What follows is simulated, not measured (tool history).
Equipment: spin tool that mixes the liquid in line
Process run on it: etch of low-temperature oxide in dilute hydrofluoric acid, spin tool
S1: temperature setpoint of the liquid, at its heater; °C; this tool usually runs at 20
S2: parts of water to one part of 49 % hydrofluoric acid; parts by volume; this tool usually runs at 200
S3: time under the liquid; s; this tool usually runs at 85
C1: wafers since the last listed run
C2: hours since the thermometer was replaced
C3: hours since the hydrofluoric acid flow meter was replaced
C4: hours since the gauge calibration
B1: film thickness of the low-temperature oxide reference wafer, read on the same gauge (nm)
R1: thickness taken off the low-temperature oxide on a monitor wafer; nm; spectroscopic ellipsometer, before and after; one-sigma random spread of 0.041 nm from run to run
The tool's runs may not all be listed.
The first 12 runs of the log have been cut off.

Run 13, hour 315.7: usual settings but S3 130 s; C1 279; C2 2246.6; C3 381.1; C4 89.5; B1 129.99. Result: R1 7.25 nm.
Run 14, hour 346.1: usual settings but S3 60 s; C1 287; C2 2277; C3 411.5; C4 119.9; B1 129.99. Result: R1 3.35 nm.
Run 15, hour 368.9: usual settings but S2 270 parts by volume, S3 120 s; C1 215; C2 2299.8; C3 434.3; C4 142.7; B1 130. Result: R1 4.67 nm.
Run 16, hour 392: usual settings but S2 300 parts by volume; C1 218; C2 2322.9; C3 457.4; C4 165.8; B1 130. Result: R1 2.88 nm.
Run 17, hour 408.1: usual settings but S1 21.5 °C, S3 125 s; C1 152; C2 2339; C3 473.5; C4 181.9; B1 129.99. Result: R1 7.37 nm.
At hour 409.9: hydrofluoric acid flow meter replaced.
Run 18, hour 429.2: usual settings but S1 18 °C, S2 255 parts by volume, S3 120 s; C1 190; C2 2360.1; C3 19.3; C4 203; B1 130. Result: R1 4.61 nm.
Run 19, hour 464.5: usual settings; C1 334; C2 2395.4; C3 54.6; C4 238.3; B1 129.99. Result: R1 4.8 nm.
Run 20, hour 499.5: usual settings but S3 45 s; C1 331; C2 2430.4; C3 89.6; C4 273.3; B1 129.98. Result: R1 2.48 nm.
At hour 519.9: thermometer replaced.
Run 21, hour 521.2: usual settings but S1 17.5 °C, S2 285 parts by volume, S3 120 s; C1 196; C2 1.3; C3 111.3; C4 295; B1 130. Result: R1 4.31 nm.
Run 22, hour 549.4: usual settings but S1 25 °C, S2 170 parts by volume, S3 45 s; C1 267; C2 29.5; C3 139.5; C4 323.2; B1 129.99. Result: R1 4.03 nm.
Run 23, hour 567.9: usual settings but S1 17 °C, S2 130 parts by volume, S3 50 s; C1 175; C2 48; C3 158; C4 341.7; B1 129.97. Result: R1 4.44 nm.
Run 24, hour 581.5: usual settings but S2 240 parts by volume, S3 40 s; C1 128; C2 61.6; C3 171.6; C4 355.3; B1 129.99. Result: R1 1.95 nm.
Run 25, hour 594.6: usual settings but S1 23.5 °C, S3 35 s; C1 124; C2 74.7; C3 184.7; C4 368.4; B1 130.01. Result: R1 2.38 nm.
Run 26, hour 629.9: usual settings but S1 18.5 °C, S2 125 parts by volume, S3 130 s; C1 334; C2 110; C3 220; C4 403.7; B1 130.02. Result: R1 12.71 nm.
Run 27, hour 651.1: usual settings; C1 200; C2 131.2; C3 241.2; C4 424.9; B1 130.01. Result: R1 5.15 nm.
Run 28, hour 718.6: usual settings but S1 18.5 °C, S3 60 s; C1 639; C2 198.7; C3 308.7; C4 492.4; B1 129.99. Result: R1 3.39 nm.
Run 29, hour 747.5: usual settings but S1 17 °C; C1 273; C2 227.6; C3 337.6; C4 521.3; B1 130. Result: R1 4.57 nm.
Run 30, hour 783.4: usual settings but S2 275 parts by volume; C1 339; C2 263.5; C3 373.5; C4 557.2; B1 130. Result: R1 3.46 nm.
Run 31, hour 797: usual settings but S2 225 parts by volume; C1 128; C2 277.1; C3 387.1; C4 570.8; B1 129.99. Result: R1 4.43 nm.
Run 32, hour 821.6: usual settings but S1 17 °C, S2 280 parts by volume; C1 232; C2 301.7; C3 411.7; C4 595.4; B1 129.98. Result: R1 3.05 nm.
Run 33, hour 842.2: usual settings but S2 280 parts by volume, S3 60 s; C1 195; C2 322.3; C3 432.3; C4 616; B1 130.02. Result: R1 2.39 nm.

Forecast each of these 4 alternatives for the next run:
Run A, hour 842.6: usual settings; C1 3; C2 322.7; C3 432.7; C4 616.4; B1 ?. Result: R1 ?.
Run B, hour 842.6: usual settings but S1 17 °C, S2 260 parts by volume; C1 3; C2 322.7; C3 432.7; C4 616.4; B1 ?. Result: R1 ?.
Run C, hour 842.6: usual settings but S1 24.5 °C, S2 250 parts by volume; C1 3; C2 322.7; C3 432.7; C4 616.4; B1 ?. Result: R1 ?.
Run D, hour 842.6: usual settings but S3 115 s; C1 3; C2 322.7; C3 432.7; C4 616.4; B1 ?. Result: R1 ?.

run      B1    R1
  A  130.01  5.13
  B  130.01  3.33
  C  130.01  4.62
  D  130.01  6.95
Take away the tool's hidden state, keep each run's random variation, and the runs would have read:
run    R1
  A   5.2
  B  3.37
  C  4.68
  D  7.04
